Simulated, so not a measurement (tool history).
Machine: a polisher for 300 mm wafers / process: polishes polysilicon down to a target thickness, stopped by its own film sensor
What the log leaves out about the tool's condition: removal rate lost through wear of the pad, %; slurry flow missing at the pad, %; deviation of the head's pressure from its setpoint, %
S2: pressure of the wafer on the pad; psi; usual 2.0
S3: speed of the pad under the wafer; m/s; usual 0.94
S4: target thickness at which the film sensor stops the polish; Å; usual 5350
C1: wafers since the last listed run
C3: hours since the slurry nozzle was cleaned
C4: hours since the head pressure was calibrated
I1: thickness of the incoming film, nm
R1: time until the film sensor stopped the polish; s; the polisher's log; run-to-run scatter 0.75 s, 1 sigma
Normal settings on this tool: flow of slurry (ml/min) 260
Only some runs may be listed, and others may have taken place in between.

Run 1, hour 0.0: usual settings; C1 0; wafers polished on this pad 352; C3 326.1; C4 865.1; I1 859.8. Result: R1 77.9 s.
Run 2, hour 56.8: usual settings; C1 741; wafers polished on this pad 1093; C3 382.9; C4 921.9; I1 867.0. Result: R1 77.2 s.
Run 3, hour 131.4: usual settings; C1 974; wafers polished on this pad 2068; C3 457.5; C4 996.5; I1 861.9. Result: R1 77.2 s.
At hour 163.3: slurry nozzle cleaned.
At hour 304.7: worn pad replaced by a new one.
Run 4, hour 429.2: usual settings; C1 3824; wafers polished on this pad 1626; C3 265.9; C4 1294.3; I1 859.8. Result: R1 76.4 s.
At hour 570.8: head pressure recalibrated.
At hour 588.6: worn pad replaced by a new one.
Run 5, hour 594.5: usual settings but S4 4580 Å; C1 2080; wafers polished on this pad 77; C3 431.2; C4 23.7; I1 852.8. Result: R1 88.9 s.
At hour 621.1: slurry nozzle cleaned.
Run 6, hour 635.1: usual settings but S4 4580 Å; C1 517; wafers polished on this pad 594; C3 14.0; C4 64.3; I1 841.5. Result: R1 84.8 s.
Run 7, hour 825.6: usual settings but S4 4580 Å; C1 2488; wafers polished on this pad 3082; C3 204.5; C4 254.8; I1 849.4. Result: R1 90.0 s.
Run 8, hour 870.1: usual settings; C1 581; wafers polished on this pad 3663; C3 249.0; C4 299.3; I1 852.8. Result: R1 72.7 s.
At hour 898.4: worn pad replaced by a new one.
Run 9, hour 947.9: usual settings but S3 0.78 m/s, S4 4340 Å; C1 963; wafers polished on this pad 646; C3 326.8; C4 377.1; I1 864.3. Result: R1 120.6 s.
Run 10, hour 1037.6: usual settings but S2 1.6 psi, S3 1.06 m/s, S4 5950 Å; C1 1171; wafers polished on this pad 1818; C3 416.5; C4 466.8; I1 852.1. Result: R1 67.5 s.
At hour 1049.5: slurry nozzle cleaned.
Run 11, hour 1167.2: usual settings but S3 1.16 m/s; C1 1679; wafers polished on this pad 3497; C3 117.7; C4 596.4; I1 870.6. Result: R1 64.9 s.
At hour 1220.0: worn pad replaced by a new one.
Run 12, hour 1269.2: usual settings but S3 1.04 m/s; C1 1279; wafers polished on this pad 642; C3 219.7; C4 698.4; I1 841.8. Result: R1 67.7 s.
Run 13, hour 1333.4: usual settings but flow of slurry (ml/min) 285, S2 1.5 psi, S3 1.12 m/s, S4 4360 Å; C1 838; wafers polished on this pad 1480; C3 283.9; C4 762.6; I1 861.1. Result: R1 112.6 s.
Run 14, hour 1439.1: usual settings but flow of slurry (ml/min) 210, S2 2.6 psi, S3 0.66 m/s, S4 4880 Å; C1 1380; wafers polished on this pad 2861; C3 389.6; C4 868.3; I1 867.9. Result: R1 102.9 s.
At hour 1541.4: slurry nozzle cleaned.
Run 15, hour 1546.1: usual settings; C1 1384; wafers polished on this pad 4245; C3 4.7; C4 975.3; I1 873.2. Result: R1 81.6 s.
At hour 1572.1: worn pad replaced by a new one.
Run 16, hour 1608.9: usual settings but flow of slurry (ml/min) 180, S4 4290 Å; C1 767; wafers polished on this pad 480; C3 67.5; C4 1038.1; I1 852.1. Result: R1 108.0 s.

Selected run-to-run steps in R1, each split into two signed amounts: the part the tool would show with no hidden state at all (from settings, incoming material and random variation), and the remainder, which goes to the hidden state together with any gauge scatter not common to the measured and the hidden-state-free results:
Run 4 -> 5: S4 5350 -> 4580, head pressure recalibrated, worn pad replaced by a new one. R1 +12.5 s: hidden state -4.7, all else +17.2.
Run 9 -> 10: S2 2.0 -> 1.6, S3 0.78 -> 1.06, S4 4340 -> 5950. R1 -53.1 s: hidden state -2.6, all else -50.5.
